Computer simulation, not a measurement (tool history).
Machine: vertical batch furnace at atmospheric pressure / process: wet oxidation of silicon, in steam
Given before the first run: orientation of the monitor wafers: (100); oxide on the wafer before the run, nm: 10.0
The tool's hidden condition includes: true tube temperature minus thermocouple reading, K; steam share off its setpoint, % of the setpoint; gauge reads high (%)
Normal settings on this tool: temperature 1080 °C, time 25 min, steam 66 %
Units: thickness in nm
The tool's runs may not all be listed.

run	hour	temperature	time	steam	wafers since the last listed run	hours since the last temperature calibration	hours since the steam generator was serviced	hours since the gauge calibration	read-back reference wafer on the same gauge, thickness	thickness
1	0	1080	25	66	0	1712.4	2513.2	454.9	373.31	316.54
2	98	1080	25	66	1591	1810.4	2611.2	552.9	372.89	317.39
3	187.4	1080	25	61	1451	1899.8	2700.6	642.3	373.03	302.27
4	244.4	1086	25	66	925	1956.8	2757.6	699.3	373.26	329.38
# hour 311.6: steam generator serviced
5	346.6	1080	25	66	1270	2059	35	801.5	372.94	319.12
6	393.8	1080	25	66	766	2106.2	82.2	848.7	373.17	318.45
7	459.8	1080	25	66	1071	2172.2	148.2	914.7	372.92	319.87
8	546.5	1080	37	66	1408	2258.9	234.9	1001.4	373.08	406
# hour 595.3: gauge calibrated
9	639.5	1080	25	66	1510	2351.9	327.9	44.2	372.93	320.99
10	712	1080	16.5	66	1177	2424.4	400.4	116.7	373.1	247.6
# hour 744.2: thermocouples replaced and temperature profile calibrated
11	765.8	1072	18.5	66	483	21.6	454.2	170.5	372.95	245.15
12	841.7	1102	25	57	1232	97.5	530.1	246.4	373.01	318.23
13	907.3	1080	25	66	1065	163.1	595.7	312	372.78	311.75
14	955.1	1072	25	66	776	210.9	643.5	359.8	373.01	298.74

Branching from run 14: 5 alternative next runs. What would each branch give?
A	960.1	1080	25	66	81	215.9	648.5	364.8	?	?
B	960.1	1080	30.5	55	81	215.9	648.5	364.8	?	?
C	960.1	1080	25	56	81	215.9	648.5	364.8	?	?
D	960.1	1059	17	70	81	215.9	648.5	364.8	?	?
E	960.1	1080	25	59	81	215.9	648.5	364.8	?	?

run	read-back reference wafer on the same gauge, thickness	thickness
A	372.95	312.92
B	372.95	316.15
C	372.95	282.33
D	372.95	221.6
E	372.95	291.75
Stripped of hidden state, with their random variation kept, the same runs would have yielded:
run	thickness
A	311.62
B	314.84
C	281.11
D	220.41
E	290.5

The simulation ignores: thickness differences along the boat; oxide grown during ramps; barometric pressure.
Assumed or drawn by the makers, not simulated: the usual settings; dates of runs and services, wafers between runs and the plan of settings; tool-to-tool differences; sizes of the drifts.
